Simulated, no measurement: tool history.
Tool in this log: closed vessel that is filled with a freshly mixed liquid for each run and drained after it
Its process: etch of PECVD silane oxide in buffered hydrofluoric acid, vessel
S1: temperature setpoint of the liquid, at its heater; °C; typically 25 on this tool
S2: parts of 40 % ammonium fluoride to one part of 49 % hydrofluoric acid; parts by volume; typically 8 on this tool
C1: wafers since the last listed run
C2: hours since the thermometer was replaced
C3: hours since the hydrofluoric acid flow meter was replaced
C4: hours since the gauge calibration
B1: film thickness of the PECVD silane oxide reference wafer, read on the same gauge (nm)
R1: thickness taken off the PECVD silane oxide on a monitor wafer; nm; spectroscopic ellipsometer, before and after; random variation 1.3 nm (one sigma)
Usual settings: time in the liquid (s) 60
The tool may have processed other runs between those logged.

run 1 hour=0 | S1=23.5 S2=8 time_in_the_liquid_(s)=70 | C1=0 C2=1921.1 C3=981.6 C4=32.5 | B1=109.99 | R1=288.93
run 2 hour=49 | S1=23.5 S2=8 time_in_the_liquid_(s)=70 | C1=6533 C2=1970.1 C3=1030.6 C4=81.5 | B1=110 | R1=288.87
run 3 hour=66 | S1=23.5 S2=8 time_in_the_liquid_(s)=70 | C1=2266 C2=1987.1 C3=1047.6 C4=98.5 | B1=109.96 | R1=290.1
run 4 hour=77.2 | S1=25 S2=6 time_in_the_liquid_(s)=60 | C1=1493 C2=1998.3 C3=1058.8 C4=109.7 | B1=109.97 | R1=357.15
run 5 hour=88.2 | S1=27 S2=8 time_in_the_liquid_(s)=60 | C1=1466 C2=2009.3 C3=1069.8 C4=120.7 | B1=110.01 | R1=298.06
run 6 hour=102.6 | S1=27 S2=8 time_in_the_liquid_(s)=60 | C1=1920 C2=2023.7 C3=1084.2 C4=135.1 | B1=109.97 | R1=298.14
run 7 hour=113.1 | S1=25 S2=8 time_in_the_liquid_(s)=60 | C1=1400 C2=2034.2 C3=1094.7 C4=145.6 | B1=110.01 | R1=269.32
run 8 hour=129.1 | S1=25 S2=8 time_in_the_liquid_(s)=60 | C1=2133 C2=2050.2 C3=1110.7 C4=161.6 | B1=110.04 | R1=270.34
-- hour=134.4 thermometer replaced
run 9 hour=139.7 | S1=25 S2=8 time_in_the_liquid_(s)=60 | C1=1280 C2=5.3 C3=1121.3 C4=172.2 | B1=110 | R1=268.3
run 10 hour=149.8 | S1=25 S2=8 time_in_the_liquid_(s)=60 | C1=1346 C2=15.4 C3=1131.4 C4=182.3 | B1=110.06 | R1=268.77
-- hour=156 gauge calibrated
run 11 hour=156 | S1=25 S2=8 time_in_the_liquid_(s)=60 | C1=826 C2=21.6 C3=1137.6 C4=0 | B1=110.02 | R1=267.88
run 12 hour=171.2 | S1=23 S2=5.5 time_in_the_liquid_(s)=60 | C1=2026 C2=36.8 C3=1152.8 C4=15.2 | B1=109.99 | R1=340.9
-- hour=176.2 hydrofluoric acid flow meter replaced
run 13 hour=188.5 | S1=25 S2=8 time_in_the_liquid_(s)=60 | C1=2173 C2=54.1 C3=12.3 C4=32.5 | B1=110.02 | R1=270.14
run 14 hour=203.3 | S1=26.5 S2=5.5 time_in_the_liquid_(s)=60 | C1=1973 C2=68.9 C3=27.1 C4=47.3 | B1=109.98 | R1=413.44
run 15 hour=215 | S1=22.5 S2=8 time_in_the_liquid_(s)=70 | C1=1560 C2=80.6 C3=38.8 C4=59 | B1=109.94 | R1=274.37
run 16 hour=222.6 | S1=25 S2=8 time_in_the_liquid_(s)=60 | C1=1013 C2=88.2 C3=46.4 C4=66.6 | B1=110.01 | R1=267.54
run 17 hour=238.7 | S1=22.5 S2=6.5 time_in_the_liquid_(s)=60 | C1=2146 C2=104.3 C3=62.5 C4=82.7 | B1=110.04 | R1=286.18
run 18 hour=246.1 | S1=20.5 S2=5.5 time_in_the_liquid_(s)=60 | C1=986 C2=111.7 C3=69.9 C4=90.1 | B1=110 | R1=295.89
run 19 hour=256.7 | S1=25 S2=8 time_in_the_liquid_(s)=50 | C1=1413 C2=122.3 C3=80.5 C4=100.7 | B1=110.05 | R1=226.06
run 20 hour=266.2 | S1=29.5 S2=9 time_in_the_liquid_(s)=60 | C1=1266 C2=131.8 C3=90 C4=110.2 | B1=110.04 | R1=299.92
run 21 hour=281.7 | S1=22.5 S2=6 time_in_the_liquid_(s)=60 | C1=2066 C2=147.3 C3=105.5 C4=125.7 | B1=110.01 | R1=307.83
run 22 hour=294 | S1=25 S2=8 time_in_the_liquid_(s)=60 | C1=1640 C2=159.6 C3=117.8 C4=138 | B1=109.99 | R1=268.65

What the log doesn't show, run by run:
liquid colder than its thermometer reads (K): 0 in every run
hydrofluoric acid flow above the setpoint (%): 0 in every run
gauge reads high (%): 0 in every run
